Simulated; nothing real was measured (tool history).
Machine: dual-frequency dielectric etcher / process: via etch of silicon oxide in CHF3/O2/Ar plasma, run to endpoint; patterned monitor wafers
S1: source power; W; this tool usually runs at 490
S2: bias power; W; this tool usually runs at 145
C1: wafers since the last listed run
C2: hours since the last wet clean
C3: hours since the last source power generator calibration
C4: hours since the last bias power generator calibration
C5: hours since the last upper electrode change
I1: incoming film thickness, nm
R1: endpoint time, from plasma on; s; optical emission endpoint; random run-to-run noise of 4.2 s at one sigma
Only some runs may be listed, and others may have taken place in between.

Run 1, day 0.000: usual settings but S1 440 W, S2 122 W; C1 0; C2 28.4; C3 4669.9; C4 1208.5; C5 2757.6; I1 777.9. Result: R1 501.0 s.
Run 2, day 2.371: usual settings but S1 440 W, S2 122 W; C1 203; C2 85.3; C3 4726.8; C4 1265.4; C5 2814.5; I1 786.3. Result: R1 503.0 s.
Run 3, day 8.375: usual settings but S1 440 W, S2 122 W; C1 514; C2 229.4; C3 4870.9; C4 1409.5; C5 2958.6; I1 780.0. Result: R1 504.9 s.
Run 4, day 12.492: usual settings but S1 580 W; C1 352; C2 328.2; C3 4969.7; C4 1508.3; C5 3057.4; I1 777.8. Result: R1 431.9 s.
Run 5, day 13.533: usual settings but S1 580 W; C1 89; C2 353.2; C3 4994.7; C4 1533.3; C5 3082.4; I1 783.0. Result: R1 433.8 s.
Run 6, day 15.596: usual settings but S1 580 W; C1 176; C2 402.7; C3 5044.2; C4 1582.8; C5 3131.9; I1 786.3. Result: R1 441.5 s.
At day 18.171: wet clean of the chamber.
Run 7, day 18.592: usual settings; C1 170; C2 10.1; C3 5116.1; C4 1654.7; C5 3203.8; I1 776.8. Result: R1 459.5 s.
Run 8, day 21.579: usual settings; C1 255; C2 81.8; C3 5187.8; C4 1726.4; C5 3275.5; I1 781.5. Result: R1 468.3 s.
At day 22.512: bias power generator calibrated.
At day 23.575: upper electrode replaced.
Run 9, day 23.596: usual settings; C1 72; C2 130.2; C3 5236.2; C4 26.0; C5 0.5; I1 789.2. Result: R1 471.6 s.
Run 10, day 26.388: usual settings; C1 239; C2 197.2; C3 5303.2; C4 93.0; C5 67.5; I1 773.5. Result: R1 457.0 s.
Run 11, day 28.712: usual settings but S1 590 W, S2 180 W; C1 199; C2 253.0; C3 5359.0; C4 148.8; C5 123.3; I1 780.0. Result: R1 415.0 s.
Run 12, day 30.288: usual settings but S1 430 W, S2 113 W; C1 134; C2 290.8; C3 5396.8; C4 186.6; C5 161.1; I1 784.9. Result: R1 518.9 s.
Run 13, day 32.167: usual settings but S2 131 W; C1 161; C2 335.9; C3 5441.9; C4 231.7; C5 206.2; I1 777.7. Result: R1 465.4 s.
At day 32.875: source power generator calibrated.
Run 14, day 34.617: usual settings; C1 195; C2 394.7; C3 41.8; C4 290.5; C5 265.0; I1 776.8. Result: R1 462.3 s.
Run 15, day 36.046: usual settings but S1 530 W, S2 174 W; C1 122; C2 429.0; C3 76.1; C4 324.8; C5 299.3; I1 789.9. Result: R1 447.0 s.
At day 37.238: wet clean of the chamber.
Run 16, day 38.562: usual settings but S1 390 W, S2 129 W; C1 129; C2 31.8; C3 136.5; C4 385.2; C5 359.7; I1 779.8. Result: R1 524.5 s.
Run 17, day 41.458: usual settings but S1 550 W, S2 112 W; C1 248; C2 101.3; C3 206.0; C4 454.7; C5 429.2; I1 778.2. Result: R1 471.3 s.
Run 18, day 43.067: usual settings but S1 580 W, S2 157 W; C1 137; C2 139.9; C3 244.6; C4 493.3; C5 467.8; I1 776.9. Result: R1 423.3 s.
Run 19, day 45.304: usual settings but S1 530 W, S2 163 W; C1 191; C2 193.6; C3 298.3; C4 547.0; C5 521.5; I1 783.6. Result: R1 441.9 s.
Run 20, day 46.692: usual settings but S1 600 W; C1 118; C2 226.9; C3 331.6; C4 580.3; C5 554.8; I1 774.2. Result: R1 427.8 s.
Run 21, day 47.717: usual settings; C1 87; C2 251.5; C3 356.2; C4 604.9; C5 579.4; I1 778.5. Result: R1 469.1 s.

Predict each of these 3 candidate next runs independently; none follows another, all start after run 21:
Run A, day 47.738: usual settings; C1 1; C2 252.0; C3 356.7; C4 605.4; C5 579.9; I1 782.7. Result: R1 ?.
Run B, day 47.738: usual settings but S1 430 W; C1 1; C2 252.0; C3 356.7; C4 605.4; C5 579.9; I1 782.7. Result: R1 ?.
Run C, day 47.738: usual settings but S1 400 W; C1 1; C2 252.0; C3 356.7; C4 605.4; C5 579.9; I1 782.7. Result: R1 ?.

run     R1
  A  468.0
  B  492.5
  C  506.7
Without the tool's unlogged condition, the same runs would have read:
run     R1
  A  468.0
  B  492.5
  C  506.7
